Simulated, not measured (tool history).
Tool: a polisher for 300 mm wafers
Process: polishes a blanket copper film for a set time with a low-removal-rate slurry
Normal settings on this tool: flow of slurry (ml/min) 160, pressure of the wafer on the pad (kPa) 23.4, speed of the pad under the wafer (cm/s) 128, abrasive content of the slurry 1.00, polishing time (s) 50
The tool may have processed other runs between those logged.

| run | hour | flow of slurry (ml/min) | pressure of the wafer on the pad (kPa) | speed of the pad under the wafer (cm/s) | abrasive content of the slurry | polishing time (s) | wafers since the last listed run | wafers polished on this pad | hours since the slurry nozzle was cleaned | hours since the head pressure was calibrated | hours since the slurry blender was calibrated | incoming thickness of the incoming film, nm | film removed (nm) |
|---|---|---|---|---|---|---|---|---|---|---|---|---|---|
| 1 | 0.0 | 160 | 23.4 | 128 | 1.00 | 45 | 0 | 1018 | 57.4 | 267.3 | 384.2 | 1227.9 | 214.5 |
|  | 22.6 | slurry blender recalibrated |
| 2 | 51.8 | 160 | 23.4 | 128 | 1.00 | 45 | 576 | 1594 | 109.2 | 319.1 | 29.2 | 1232.6 | 213.1 |
| 3 | 114.8 | 160 | 23.4 | 128 | 1.00 | 45 | 728 | 2323 | 172.2 | 382.1 | 92.2 | 1220.0 | 215.2 |
| 4 | 140.0 | 160 | 23.4 | 128 | 1.00 | 50 | 291 | 2614 | 197.4 | 407.3 | 117.4 | 1222.5 | 238.7 |
|  | 148.9 | worn pad replaced by a new one |
| 5 | 205.4 | 160 | 23.4 | 128 | 1.00 | 50 | 710 | 653 | 262.8 | 472.7 | 182.8 | 1211.6 | 237.8 |
| 6 | 252.6 | 160 | 23.4 | 128 | 1.00 | 50 | 546 | 1199 | 310.0 | 519.9 | 230.0 | 1240.2 | 236.6 |
| 7 | 277.8 | 160 | 23.4 | 128 | 1.00 | 50 | 291 | 1490 | 335.2 | 545.1 | 255.2 | 1201.9 | 240.8 |
|  | 304.3 | head pressure recalibrated |
| 8 | 327.9 | 160 | 23.4 | 128 | 1.00 | 50 | 556 | 2047 | 385.3 | 23.6 | 305.3 | 1204.1 | 233.1 |
| 9 | 399.2 | 160 | 23.4 | 128 | 1.00 | 50 | 824 | 2872 | 456.6 | 94.9 | 376.6 | 1224.0 | 237.1 |
|  | 411.2 | worn pad replaced by a new one |
|  | 419.8 | slurry blender recalibrated |
| 10 | 442.5 | 160 | 23.4 | 128 | 1.00 | 50 | 431 | 338 | 499.9 | 138.2 | 22.7 | 1214.2 | 234.1 |
| 11 | 637.2 | 160 | 23.4 | 128 | 1.00 | 50 | 2252 | 2591 | 694.6 | 332.9 | 217.4 | 1221.9 | 229.9 |
|  | 661.6 | worn pad replaced by a new one |
| 12 | 675.4 | 160 | 23.4 | 94 | 1.10 | 59 | 395 | 159 | 732.8 | 371.1 | 255.6 | 1218.7 | 221.7 |
| 13 | 742.4 | 200 | 23.4 | 128 | 1.20 | 38 | 775 | 935 | 799.8 | 438.1 | 322.6 | 1225.5 | 184.3 |
| 14 | 782.4 | 160 | 15.9 | 128 | 0.85 | 62 | 462 | 1397 | 839.8 | 478.1 | 362.6 | 1208.1 | 195.3 |
|  | 795.6 | slurry blender recalibrated |
|  | 801.6 | slurry nozzle cleaned |
| 15 | 824.5 | 160 | 26.9 | 128 | 1.10 | 50 | 452 | 1850 | 22.9 | 520.2 | 28.9 | 1216.9 | 272.5 |
| 16 | 857.4 | 160 | 23.4 | 128 | 1.25 | 39 | 380 | 2230 | 55.8 | 553.1 | 61.8 | 1209.3 | 194.5 |
|  | 894.3 | worn pad replaced by a new one |
| 17 | 908.2 | 120 | 23.4 | 128 | 1.00 | 50 | 541 | 161 | 106.6 | 603.9 | 112.6 | 1217.5 | 230.6 |
|  | 947.0 | head pressure recalibrated |
| 18 | 971.7 | 160 | 23.4 | 94 | 1.10 | 59 | 711 | 872 | 170.1 | 24.7 | 176.1 | 1207.1 | 231.5 |
| 19 | 1036.1 | 160 | 23.4 | 128 | 1.20 | 50 | 745 | 1617 | 234.5 | 89.1 | 240.5 | 1246.6 | 248.9 |
| 20 | 1083.6 | 160 | 23.4 | 128 | 1.25 | 39 | 549 | 2166 | 282.0 | 136.6 | 288.0 | 1218.6 | 194.5 |
|  | 1118.5 | worn pad replaced by a new one |
|  | 1135.5 | slurry blender recalibrated |
| 21 | 1136.0 | 105 | 23.4 | 104 | 1.00 | 55 | 536 | 179 | 334.4 | 189.0 | 0.5 | 1195.1 | 214.8 |
| 22 | 1197.3 | 160 | 23.4 | 128 | 1.20 | 37 | 709 | 888 | 395.7 | 250.3 | 61.8 | 1199.2 | 182.0 |

3 ways to go on from here, each from the tool as it stands after run 22. What would each give?
| A | 1197.7 | 160 | 23.4 | 128 | 1.00 | 50 | 4 | 893 | 396.1 | 250.7 | 62.2 | 1198.2 | ? |
| B | 1197.7 | 210 | 18.6 | 128 | 0.90 | 56 | 4 | 893 | 396.1 | 250.7 | 62.2 | 1198.2 | ? |
| C | 1197.7 | 160 | 23.4 | 128 | 0.80 | 40 | 4 | 893 | 396.1 | 250.7 | 62.2 | 1198.2 | ? |

| run | film removed (nm) |
|---|---|
| A | 236.2 |
| B | 219.7 |
| C | 180.4 |
Had the tool no hidden state, the same runs would have come out as:
| run | film removed (nm) |
|---|---|
| A | 239.6 |
| B | 222.4 |
| C | 183.0 |
